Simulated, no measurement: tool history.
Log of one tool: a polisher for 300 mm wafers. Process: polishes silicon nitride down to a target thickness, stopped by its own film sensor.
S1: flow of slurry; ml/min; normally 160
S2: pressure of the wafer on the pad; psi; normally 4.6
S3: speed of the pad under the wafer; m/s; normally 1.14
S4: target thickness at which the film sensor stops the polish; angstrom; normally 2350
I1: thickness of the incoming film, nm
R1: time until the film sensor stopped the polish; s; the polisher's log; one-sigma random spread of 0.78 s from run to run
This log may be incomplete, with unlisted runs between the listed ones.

run   hour   S1   S2    S3    S4     I1     R1
  1      0  160  3.7  1.32  2350  386.7   80.4
  2   15.7  140  4.6  1.14  2350  379.2     73
      24.9  -- worn pad replaced by a new one
  3   64.9  140  4.6  1.14  2350  381.5   74.3
  4     81  140  4.6  1.14  2350  377.6   72.4
  5   97.1  200  4.6  0.88  2350  385.5   91.3
  6  113.7  200  4.6  0.88  2350    375   83.9
  7    128  115    5  1.14  2350  382.5   71.4
  8  145.5  115    5  1.14  2350  381.9     73
  9  155.2  160  4.6  1.14  2350  382.1   74.5
 10  164.5  160  4.6  1.14  2350  379.9   70.6
     168.9  -- worn pad replaced by a new one
 11    172  160  4.6  1.14  2350  376.2   71.7
     213.1  -- slurry nozzle cleaned
 12  218.1  160  4.6  1.14  2350  377.6   68.3
 13  226.5  160  4.6  1.14  2350  387.3   72.3
 14  242.1  160  4.6  1.14  2350  381.7   69.4
 15    257  215  4.6  1.36  2350  382.3   59.6
 16  265.3  200  3.7  1.46  1940  383.7   89.3
     268.8  -- head pressure recalibrated
 17  280.5  175  5.6  1.14  2350  379.2     55
       288  -- worn pad replaced by a new one
 18  288.4  160  4.6  0.96  2350  382.4   81.2
 19  305.4  205  4.6  1.14  2550  385.6   60.7
 20  311.5  160    6  1.42  2350  380.4   45.5
 21  329.1  160  4.6  1.32  2350  381.4   60.5
 22  335.8  195  4.6  1.14  2820  379.6   45.5
 23  348.9  110  3.1  1.14  1890    380  137.9
 24  360.9  185  6.1  1.14  1950    381   67.7
 25  410.8  160  4.6  1.48  2350  379.9   56.6
     420.3  -- worn pad replaced by a new one
 26  459.9  160  4.6  1.38  2190  381.2   66.7
 27  473.1  160  4.6  1.14  2610  374.5   54.8
 28  482.1  115  3.5  1.14  2350  382.3   97.6
 29  490.7  210  4.6  1.14  1890    386   91.4
 30  504.1  160  4.6  1.14  2350  381.5   70.2
 31  521.4  160  4.6  1.14  2350  381.9   70.5
 32  538.6  115  5.6  0.84  2200  385.4   91.3
 33  546.6  160  4.6  1.14  2350  380.1   68.9
     556.5  -- worn pad replaced by a new one
 34  558.2  160  4.6  1.14  2350  375.8   68.4
 35  574.1  145  5.5  0.82  2110  378.2   91.9
 36  590.5  130  4.1  1.14  2640  374.9   62.4
 37  602.9  160  4.6  1.14  2730  387.5   56.3

Subtracting, for every run, the result it would have given without the tool's unlogged condition from the measured result gives the following. The same run-to-run variation enters both numbers; the gauge's scatter may not:
The tool's hidden condition here consists of: removal rate lost through wear of the pad, %; slurry flow missing at the pad, %; deviation of the head's pressure from its setpoint, %.
run    R1
  1  +3.1
  2  +3.2
  3  +3.6
  4  +3.7
  5  +3.6
  6  +3.4
  7  +4.5
  8  +4.7
  9  +3.9
 10  +3.7
 11  +3.9
 12  +0.2
 13  +0.3
 14  +0.3
 15  +0.3
 16  +0.5
 17  +0.4
 18  +0.7
 19  +0.4
 20  +0.5
 21  +0.6
 22  +0.4
 23  +2.1
 24  +0.8
 25  +0.9
 26  +1.3
 27  +1.1
 28  +2.6
 29  +1.6
 30  +1.6
 31  +1.7
 32  +2.9
 33  +1.7
 34  +1.8
 35  +2.8
 36    +2
 37  +1.7
